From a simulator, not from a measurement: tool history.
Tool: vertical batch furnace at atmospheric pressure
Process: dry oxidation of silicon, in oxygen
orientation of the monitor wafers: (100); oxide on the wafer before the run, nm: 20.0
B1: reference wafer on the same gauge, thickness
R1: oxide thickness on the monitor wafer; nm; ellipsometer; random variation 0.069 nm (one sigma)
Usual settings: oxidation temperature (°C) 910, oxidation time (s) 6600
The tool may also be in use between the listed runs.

{"run": 1, "hour": 0.0, "oxidation temperature (°C)": 910, "oxidation time (s)": 6600, "B1": 47.42, "R1": 39.39}
{"run": 2, "hour": 21.4, "oxidation temperature (°C)": 910, "oxidation time (s)": 6600, "B1": 47.38, "R1": 39.49}
{"run": 3, "hour": 32.2, "oxidation temperature (°C)": 910, "oxidation time (s)": 6600, "B1": 47.37, "R1": 39.44}
{"run": 4, "hour": 55.1, "oxidation temperature (°C)": 899, "oxidation time (s)": 6600, "B1": 47.38, "R1": 36.61}
{"run": 5, "hour": 64.4, "oxidation temperature (°C)": 910, "oxidation time (s)": 6600, "B1": 47.39, "R1": 39.47}
{"run": 6, "hour": 109.8, "oxidation temperature (°C)": 910, "oxidation time (s)": 6600, "B1": 47.41, "R1": 39.37}
{"run": 7, "hour": 131.8, "oxidation temperature (°C)": 910, "oxidation time (s)": 6600, "B1": 47.42, "R1": 39.26}
{"run": 8, "hour": 149.2, "oxidation temperature (°C)": 910, "oxidation time (s)": 6600, "B1": 47.39, "R1": 39.37}
{"run": 9, "hour": 212.3, "oxidation temperature (°C)": 917, "oxidation time (s)": 6600, "B1": 47.38, "R1": 41.4}
{"hour": 269.7, "done": "boat lift adjusted"}
{"run": 10, "hour": 270.2, "oxidation temperature (°C)": 917, "oxidation time (s)": 6600, "B1": 47.39, "R1": 42.68}
{"run": 11, "hour": 276.0, "oxidation temperature (°C)": 910, "oxidation time (s)": 6600, "B1": 47.39, "R1": 40.62}
{"run": 12, "hour": 281.8, "oxidation temperature (°C)": 910, "oxidation time (s)": 6600, "B1": 47.4, "R1": 40.56}
{"run": 13, "hour": 296.1, "oxidation temperature (°C)": 910, "oxidation time (s)": 6600, "B1": 47.41, "R1": 40.59}
{"run": 14, "hour": 315.6, "oxidation temperature (°C)": 910, "oxidation time (s)": 6600, "B1": 47.39, "R1": 40.54}
{"run": 15, "hour": 324.5, "oxidation temperature (°C)": 893, "oxidation time (s)": 6600, "B1": 47.4, "R1": 36.1}
{"run": 16, "hour": 335.2, "oxidation temperature (°C)": 910, "oxidation time (s)": 8940, "B1": 47.41, "R1": 47.08}
{"run": 17, "hour": 347.3, "oxidation temperature (°C)": 901, "oxidation time (s)": 6600, "B1": 47.41, "R1": 38.02}
{"run": 18, "hour": 363.5, "oxidation temperature (°C)": 924, "oxidation time (s)": 6600, "B1": 47.4, "R1": 44.9}
{"hour": 392.8, "done": "thermocouples replaced and temperature profile calibrated"}
{"run": 19, "hour": 393.3, "oxidation temperature (°C)": 910, "oxidation time (s)": 9420, "B1": 47.43, "R1": 48.18}
{"run": 20, "hour": 399.1, "oxidation temperature (°C)": 889, "oxidation time (s)": 8970, "B1": 47.38, "R1": 39.96}
{"run": 21, "hour": 410.0, "oxidation temperature (°C)": 920, "oxidation time (s)": 9570, "B1": 47.39, "R1": 52.84}
{"run": 22, "hour": 433.1, "oxidation temperature (°C)": 910, "oxidation time (s)": 6600, "B1": 47.4, "R1": 40.41}
{"run": 23, "hour": 442.4, "oxidation temperature (°C)": 899, "oxidation time (s)": 7440, "B1": 47.4, "R1": 39.47}
{"hour": 450.6, "done": "gauge calibrated"}
{"run": 24, "hour": 461.0, "oxidation temperature (°C)": 932, "oxidation time (s)": 8040, "B1": 47.4, "R1": 53}
{"run": 25, "hour": 477.1, "oxidation temperature (°C)": 932, "oxidation time (s)": 9870, "B1": 47.4, "R1": 59.38}
{"run": 26, "hour": 499.8, "oxidation temperature (°C)": 889, "oxidation time (s)": 6600, "B1": 47.39, "R1": 35}
{"run": 27, "hour": 512.6, "oxidation temperature (°C)": 919, "oxidation time (s)": 3360, "B1": 47.38, "R1": 32.19}
{"run": 28, "hour": 537.0, "oxidation temperature (°C)": 918, "oxidation time (s)": 4200, "B1": 47.39, "R1": 35.01}
{"run": 29, "hour": 551.2, "oxidation temperature (°C)": 910, "oxidation time (s)": 6600, "B1": 47.41, "R1": 40.3}
{"run": 30, "hour": 561.4, "oxidation temperature (°C)": 891, "oxidation time (s)": 7950, "B1": 47.4, "R1": 38.18}
{"run": 31, "hour": 571.6, "oxidation temperature (°C)": 899, "oxidation time (s)": 6600, "B1": 47.38, "R1": 37.17}
{"run": 32, "hour": 587.0, "oxidation temperature (°C)": 920, "oxidation time (s)": 7740, "B1": 47.4, "R1": 46.71}

4 ways to go on from here, each from the tool as it stands after run 32. What would each give?
{"run": "A", "hour": 592.9, "oxidation temperature (°C)": 890, "oxidation time (s)": 6600, "B1": "?", "R1": "?"}
{"run": "B", "hour": 592.9, "oxidation temperature (°C)": 920, "oxidation time (s)": 3450, "B1": "?", "R1": "?"}
{"run": "C", "hour": 592.9, "oxidation temperature (°C)": 918, "oxidation time (s)": 5430, "B1": "?", "R1": "?"}
{"run": "D", "hour": 592.9, "oxidation temperature (°C)": 888, "oxidation time (s)": 8790, "B1": "?", "R1": "?"}

run=A B1=47.4 R1=34.98
run=B B1=47.4 R1=32.57
run=C B1=47.4 R1=38.72
run=D B1=47.4 R1=38.99
Without the tool's hidden state the same runs would have given:
run=A R1=35.37
run=B R1=32.88
run=C R1=39.19
run=D R1=39.48
